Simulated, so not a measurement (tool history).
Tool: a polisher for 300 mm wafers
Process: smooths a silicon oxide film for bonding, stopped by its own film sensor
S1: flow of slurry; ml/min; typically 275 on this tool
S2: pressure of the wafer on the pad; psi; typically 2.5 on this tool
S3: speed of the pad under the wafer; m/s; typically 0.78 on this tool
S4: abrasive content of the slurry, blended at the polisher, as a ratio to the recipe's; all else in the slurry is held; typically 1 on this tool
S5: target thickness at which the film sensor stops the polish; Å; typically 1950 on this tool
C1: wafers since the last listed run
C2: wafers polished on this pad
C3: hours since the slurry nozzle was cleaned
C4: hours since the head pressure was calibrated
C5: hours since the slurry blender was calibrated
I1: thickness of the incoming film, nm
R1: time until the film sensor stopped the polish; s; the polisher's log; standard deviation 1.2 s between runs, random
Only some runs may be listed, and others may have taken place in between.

Run 1, hour 0: usual settings but S2 2.3 psi; C1 0; C2 401; C3 587.7; C4 913.6; C5 135.4; I1 249.7. Result: R1 83 s.
Run 2, hour 17.3: usual settings; C1 136; C2 538; C3 605; C4 930.9; C5 152.7; I1 249.5. Result: R1 81.4 s.
Run 3, hour 35.8: usual settings but S2 2 psi, S3 0.94 m/s; C1 146; C2 684; C3 623.5; C4 949.4; C5 171.2; I1 247.8. Result: R1 82.5 s.
Run 4, hour 71.7: usual settings; C1 284; C2 968; C3 659.4; C4 985.3; C5 207.1; I1 252.9. Result: R1 86.2 s.
At hour 102.6: slurry blender recalibrated.
Run 5, hour 103.1: usual settings; C1 232; C2 1201; C3 690.8; C4 1016.7; C5 0.5; I1 250.7. Result: R1 82.8 s.
Run 6, hour 126.8: usual settings; C1 187; C2 1389; C3 714.5; C4 1040.4; C5 24.2; I1 247.1. Result: R1 78.4 s.
At hour 144.7: worn pad replaced by a new one.
Run 7, hour 145.2: usual settings but S1 235 ml/min; C1 113; C2 3; C3 732.9; C4 1058.8; C5 42.6; I1 246.6. Result: R1 69.8 s.
Run 8, hour 173: usual settings; C1 219; C2 223; C3 760.7; C4 1086.6; C5 70.4; I1 252.6. Result: R1 79.6 s.
Run 9, hour 191.9: usual settings; C1 149; C2 373; C3 779.6; C4 1105.5; C5 89.3; I1 251.8. Result: R1 80.5 s.
At hour 202.6: head pressure recalibrated.
Run 10, hour 207.8: usual settings but S3 0.92 m/s; C1 109; C2 483; C3 795.5; C4 5.2; C5 105.2; I1 248.5. Result: R1 69.2 s.
Run 11, hour 220.8: usual settings but S2 2.9 psi, S3 0.66 m/s, S4 1.25, S5 2130 Å; C1 102; C2 586; C3 808.5; C4 18.2; C5 118.2; I1 250.5. Result: R1 49 s.
At hour 255.5: slurry nozzle cleaned.
Run 12, hour 256: usual settings but S1 360 ml/min; C1 270; C2 856; C3 0.5; C4 53.4; C5 153.4; I1 249.2. Result: R1 79.4 s.
Run 13, hour 273: usual settings; C1 134; C2 991; C3 17.5; C4 70.4; C5 170.4; I1 247.4. Result: R1 77.5 s.
At hour 298.7: worn pad replaced by a new one.
Run 14, hour 303.8: usual settings; C1 212; C2 40; C3 48.3; C4 101.2; C5 201.2; I1 252.7. Result: R1 79.1 s.
Run 15, hour 327.9: usual settings but S2 2.1 psi, S5 1880 Å; C1 190; C2 231; C3 72.4; C4 125.3; C5 225.3; I1 251. Result: R1 102.6 s.
Run 16, hour 355.6: usual settings but S1 195 ml/min, S2 2.8 psi, S3 0.64 m/s; C1 219; C2 450; C3 100.1; C4 153; C5 253; I1 246.3. Result: R1 83.5 s.
At hour 362.6: slurry blender recalibrated.
Run 17, hour 371.6: usual settings but S2 2.3 psi; C1 110; C2 561; C3 116.1; C4 169; C5 9; I1 249.2. Result: R1 85.1 s.
Run 18, hour 401.7: usual settings but S2 3.3 psi, S4 0.7; C1 238; C2 799; C3 146.2; C4 199.1; C5 39.1; I1 250.2. Result: R1 80.1 s.
Run 19, hour 428.2: usual settings but S4 1.1; C1 209; C2 1009; C3 172.7; C4 225.6; C5 65.6; I1 251.6. Result: R1 80.8 s.
Run 20, hour 459.6: usual settings but S4 1.25; C1 248; C2 1257; C3 204.1; C4 257; C5 97; I1 249.6. Result: R1 73.3 s.
At hour 483.1: worn pad replaced by a new one.
Run 21, hour 483.6: usual settings; C1 158; C2 4; C3 228.1; C4 281; C5 121; I1 249.7. Result: R1 74.3 s.

Predict each of these 5 candidate next runs independently; none follows another, all start after run 21:
Run A, hour 484.1: usual settings but S5 1840 Å; C1 3; C2 8; C3 228.6; C4 281.5; C5 121.5; I1 252.2. Result: R1 ?.
Run B, hour 484.1: usual settings but S3 0.86 m/s; C1 3; C2 8; C3 228.6; C4 281.5; C5 121.5; I1 252.2. Result: R1 ?.
Run C, hour 484.1: usual settings but S1 235 ml/min, S4 1.3; C1 3; C2 8; C3 228.6; C4 281.5; C5 121.5; I1 252.2. Result: R1 ?.
Run D, hour 484.1: usual settings but S1 355 ml/min, S2 2.1 psi, S3 0.7 m/s, S5 2060 Å; C1 3; C2 8; C3 228.6; C4 281.5; C5 121.5; I1 252.2. Result: R1 ?.
Run E, hour 484.1: usual settings but S1 310 ml/min, S2 3.2 psi; C1 3; C2 8; C3 228.6; C4 281.5; C5 121.5; I1 252.2. Result: R1 ?.

run    R1
  A  91.1
  B  70.6
  C  68.2
  D  77.3
  E  60.2
What these runs would have given with no unlogged condition in the tool:
run    R1
  A  89.4
  B  69.4
  C  66.9
  D  75.9
  E  59.1
